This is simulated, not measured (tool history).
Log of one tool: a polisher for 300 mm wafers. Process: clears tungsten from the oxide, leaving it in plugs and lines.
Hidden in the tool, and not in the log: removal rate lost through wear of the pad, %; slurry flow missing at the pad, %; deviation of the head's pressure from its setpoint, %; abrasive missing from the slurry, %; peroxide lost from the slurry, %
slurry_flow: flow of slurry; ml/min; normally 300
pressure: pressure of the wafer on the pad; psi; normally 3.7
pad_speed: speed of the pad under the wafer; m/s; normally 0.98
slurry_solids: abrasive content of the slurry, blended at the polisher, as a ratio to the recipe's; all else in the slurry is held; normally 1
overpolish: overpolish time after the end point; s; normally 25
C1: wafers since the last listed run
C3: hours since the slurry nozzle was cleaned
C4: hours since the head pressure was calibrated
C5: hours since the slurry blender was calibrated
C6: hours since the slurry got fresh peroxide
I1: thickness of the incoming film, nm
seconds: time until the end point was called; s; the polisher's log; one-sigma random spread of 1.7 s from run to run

{"run": 1, "hour": 0.0, "slurry_flow": 300, "pressure": 3.7, "pad_speed": 0.98, "slurry_solids": 1, "overpolish": 25, "C1": 0, "wafers polished on this pad": 2746, "C3": 388.2, "C4": 430.8, "C5": 294.7, "C6": 95, "I1": 316.7, "seconds": 96}
{"run": 2, "hour": 60.3, "slurry_flow": 300, "pressure": 3.7, "pad_speed": 0.98, "slurry_solids": 1, "overpolish": 25, "C1": 523, "wafers polished on this pad": 3269, "C3": 448.5, "C4": 491.1, "C5": 355, "C6": 155.3, "I1": 324.1, "seconds": 98.3}
{"run": 3, "hour": 122.8, "slurry_flow": 300, "pressure": 3.7, "pad_speed": 0.98, "slurry_solids": 1, "overpolish": 25, "C1": 542, "wafers polished on this pad": 3812, "C3": 511, "C4": 553.6, "C5": 417.5, "C6": 217.8, "I1": 320.4, "seconds": 98.8}
{"hour": 177.4, "done": "worn pad replaced by a new one"}
{"hour": 184.0, "done": "slurry nozzle cleaned"}
{"run": 4, "hour": 206.2, "slurry_flow": 300, "pressure": 3.7, "pad_speed": 0.98, "slurry_solids": 1, "overpolish": 32, "C1": 680, "wafers polished on this pad": 241, "C3": 22.2, "C4": 637, "C5": 500.9, "C6": 301.2, "I1": 316.9, "seconds": 98.3}
{"hour": 209.0, "done": "head pressure recalibrated"}
{"hour": 227.9, "done": "slurry blender recalibrated"}
{"run": 5, "hour": 474.7, "slurry_flow": 255, "pressure": 3.7, "pad_speed": 0.98, "slurry_solids": 1, "overpolish": 25, "C1": 2295, "wafers polished on this pad": 2536, "C3": 290.7, "C4": 265.7, "C5": 246.8, "C6": 569.7, "I1": 321.7, "seconds": 107.4}
{"hour": 501.5, "done": "slurry tank refilled with fresh slurry and peroxide"}
{"run": 6, "hour": 561.1, "slurry_flow": 255, "pressure": 3.7, "pad_speed": 0.98, "slurry_solids": 1, "overpolish": 25, "C1": 741, "wafers polished on this pad": 3277, "C3": 377.1, "C4": 352.1, "C5": 333.2, "C6": 59.6, "I1": 317.5, "seconds": 95.3}
{"run": 7, "hour": 626.6, "slurry_flow": 300, "pressure": 3.7, "pad_speed": 0.98, "slurry_solids": 1, "overpolish": 25, "C1": 568, "wafers polished on this pad": 3846, "C3": 442.6, "C4": 417.6, "C5": 398.7, "C6": 125.1, "I1": 321.8, "seconds": 96.6}
{"run": 8, "hour": 687.0, "slurry_flow": 300, "pressure": 3.7, "pad_speed": 1.26, "slurry_solids": 1, "overpolish": 25, "C1": 524, "wafers polished on this pad": 4370, "C3": 503, "C4": 478, "C5": 459.1, "C6": 185.5, "I1": 318.2, "seconds": 75.4}
{"hour": 734.8, "done": "head pressure recalibrated"}
{"hour": 749.4, "done": "worn pad replaced by a new one"}
{"run": 9, "hour": 759.5, "slurry_flow": 300, "pressure": 3.7, "pad_speed": 1.16, "slurry_solids": 0.85, "overpolish": 29, "C1": 577, "wafers polished on this pad": 87, "C3": 575.5, "C4": 24.7, "C5": 531.6, "C6": 258, "I1": 319.3, "seconds": 83.9}
{"hour": 798.7, "done": "slurry nozzle cleaned"}
{"hour": 845.0, "done": "slurry blender recalibrated"}
{"run": 10, "hour": 850.3, "slurry_flow": 300, "pressure": 3.7, "pad_speed": 0.98, "slurry_solids": 1, "overpolish": 25, "C1": 761, "wafers polished on this pad": 849, "C3": 51.6, "C4": 115.5, "C5": 5.3, "C6": 348.8, "I1": 320.5, "seconds": 97.8}
{"run": 11, "hour": 908.8, "slurry_flow": 300, "pressure": 2.5, "pad_speed": 1.14, "slurry_solids": 1, "overpolish": 25, "C1": 507, "wafers polished on this pad": 1356, "C3": 110.1, "C4": 174, "C5": 63.8, "C6": 407.3, "I1": 319.3, "seconds": 130.3}
{"run": 12, "hour": 990.7, "slurry_flow": 300, "pressure": 3.7, "pad_speed": 0.98, "slurry_solids": 1.2, "overpolish": 25, "C1": 710, "wafers polished on this pad": 2067, "C3": 192, "C4": 255.9, "C5": 145.7, "C6": 489.2, "I1": 317.8, "seconds": 96.2}
{"run": 13, "hour": 1039.4, "slurry_flow": 245, "pressure": 3.7, "pad_speed": 0.98, "slurry_solids": 1.25, "overpolish": 25, "C1": 422, "wafers polished on this pad": 2489, "C3": 240.7, "C4": 304.6, "C5": 194.4, "C6": 537.9, "I1": 316.7, "seconds": 104.1}
{"hour": 1061.8, "done": "slurry tank refilled with fresh slurry and peroxide"}
{"run": 14, "hour": 1123.2, "slurry_flow": 195, "pressure": 3.7, "pad_speed": 1.24, "slurry_solids": 0.85, "overpolish": 25, "C1": 718, "wafers polished on this pad": 3208, "C3": 324.5, "C4": 388.4, "C5": 278.2, "C6": 61.4, "I1": 320.9, "seconds": 82.8}
{"run": 15, "hour": 1189.6, "slurry_flow": 300, "pressure": 3.7, "pad_speed": 0.98, "slurry_solids": 1, "overpolish": 25, "C1": 576, "wafers polished on this pad": 3784, "C3": 390.9, "C4": 454.8, "C5": 344.6, "C6": 127.8, "I1": 316.4, "seconds": 92.7}
{"run": 16, "hour": 1259.2, "slurry_flow": 300, "pressure": 3.7, "pad_speed": 0.98, "slurry_solids": 1, "overpolish": 12, "C1": 603, "wafers polished on this pad": 4388, "C3": 460.5, "C4": 524.4, "C5": 414.2, "C6": 197.4, "I1": 320.9, "seconds": 98.6}
{"hour": 1307.5, "done": "head pressure recalibrated"}
{"run": 17, "hour": 1329.3, "slurry_flow": 370, "pressure": 4.1, "pad_speed": 0.98, "slurry_solids": 1, "overpolish": 25, "C1": 590, "wafers polished on this pad": 4979, "C3": 530.6, "C4": 21.8, "C5": 484.3, "C6": 267.5, "I1": 316.7, "seconds": 87.9}
{"hour": 1364.6, "done": "slurry blender recalibrated"}
{"hour": 1377.0, "done": "worn pad replaced by a new one"}
{"hour": 1401.9, "done": "slurry nozzle cleaned"}
{"run": 18, "hour": 1420.5, "slurry_flow": 300, "pressure": 2.6, "pad_speed": 0.98, "slurry_solids": 1, "overpolish": 25, "C1": 730, "wafers polished on this pad": 368, "C3": 18.6, "C4": 113, "C5": 55.9, "C6": 358.7, "I1": 322.1, "seconds": 138.5}
{"run": 19, "hour": 1515.5, "slurry_flow": 260, "pressure": 3.7, "pad_speed": 0.98, "slurry_solids": 1, "overpolish": 25, "C1": 824, "wafers polished on this pad": 1192, "C3": 113.6, "C4": 208, "C5": 150.9, "C6": 453.7, "I1": 315.4, "seconds": 101.1}
{"run": 20, "hour": 1615.8, "slurry_flow": 300, "pressure": 4.6, "pad_speed": 0.98, "slurry_solids": 0.85, "overpolish": 25, "C1": 870, "wafers polished on this pad": 2063, "C3": 213.9, "C4": 308.3, "C5": 251.2, "C6": 554, "I1": 319.1, "seconds": 89.5}
{"hour": 1666.5, "done": "slurry tank refilled with fresh slurry and peroxide"}
{"run": 21, "hour": 1692.8, "slurry_flow": 300, "pressure": 3.7, "pad_speed": 0.98, "slurry_solids": 1, "overpolish": 25, "C1": 659, "wafers polished on this pad": 2722, "C3": 290.9, "C4": 385.3, "C5": 328.2, "C6": 26.3, "I1": 316.6, "seconds": 95.6}
{"run": 22, "hour": 1796.9, "slurry_flow": 300, "pressure": 4.6, "pad_speed": 0.98, "slurry_solids": 1, "overpolish": 25, "C1": 903, "wafers polished on this pad": 3625, "C3": 395, "C4": 489.4, "C5": 432.3, "C6": 130.4, "I1": 321.6, "seconds": 78.8}
{"hour": 1800.0, "done": "head pressure recalibrated"}
{"hour": 1848.7, "done": "slurry blender recalibrated"}
{"run": 23, "hour": 1865.5, "slurry_flow": 210, "pressure": 3.7, "pad_speed": 0.98, "slurry_solids": 1, "overpolish": 25, "C1": 560, "wafers polished on this pad": 4186, "C3": 463.6, "C4": 65.5, "C5": 16.8, "C6": 199, "I1": 317.1, "seconds": 102}
{"hour": 1897.0, "done": "slurry nozzle cleaned"}
{"run": 24, "hour": 1934.4, "slurry_flow": 300, "pressure": 3.7, "pad_speed": 0.64, "slurry_solids": 1, "overpolish": 25, "C1": 589, "wafers polished on this pad": 4775, "C3": 37.4, "C4": 134.4, "C5": 85.7, "C6": 267.9, "I1": 313.9, "seconds": 146.3}

Here are 5 independent what-if runs from the current tool condition. What would each one return?
{"run": "A", "hour": 1934.8, "slurry_flow": 300, "pressure": 3.7, "pad_speed": 0.88, "slurry_solids": 1, "overpolish": 25, "C1": 3, "wafers polished on this pad": 4779, "C3": 37.8, "C4": 134.8, "C5": 86.1, "C6": 268.3, "I1": 318, "seconds": "?"}
{"run": "B", "hour": 1934.8, "slurry_flow": 300, "pressure": 3.7, "pad_speed": 0.74, "slurry_solids": 1, "overpolish": 25, "C1": 3, "wafers polished on this pad": 4779, "C3": 37.8, "C4": 134.8, "C5": 86.1, "C6": 268.3, "I1": 318, "seconds": "?"}
{"run": "C", "hour": 1934.8, "slurry_flow": 300, "pressure": 4.5, "pad_speed": 0.98, "slurry_solids": 1, "overpolish": 25, "C1": 3, "wafers polished on this pad": 4779, "C3": 37.8, "C4": 134.8, "C5": 86.1, "C6": 268.3, "I1": 318, "seconds": "?"}
{"run": "D", "hour": 1934.8, "slurry_flow": 345, "pressure": 3.7, "pad_speed": 0.98, "slurry_solids": 1, "overpolish": 30, "C1": 3, "wafers polished on this pad": 4779, "C3": 37.8, "C4": 134.8, "C5": 86.1, "C6": 268.3, "I1": 318, "seconds": "?"}
{"run": "E", "hour": 1934.8, "slurry_flow": 300, "pressure": 3, "pad_speed": 0.98, "slurry_solids": 1, "overpolish": 25, "C1": 3, "wafers polished on this pad": 4779, "C3": 37.8, "C4": 134.8, "C5": 86.1, "C6": 268.3, "I1": 318, "seconds": "?"}

run=A seconds=112
run=B seconds=133.1
run=C seconds=83.5
run=D seconds=99.4
run=E seconds=122.4
Had the tool no hidden state, the same runs would have come out as:
run=A seconds=106.1
run=B seconds=126.2
run=C seconds=79.1
run=D seconds=94.2
run=E seconds=116

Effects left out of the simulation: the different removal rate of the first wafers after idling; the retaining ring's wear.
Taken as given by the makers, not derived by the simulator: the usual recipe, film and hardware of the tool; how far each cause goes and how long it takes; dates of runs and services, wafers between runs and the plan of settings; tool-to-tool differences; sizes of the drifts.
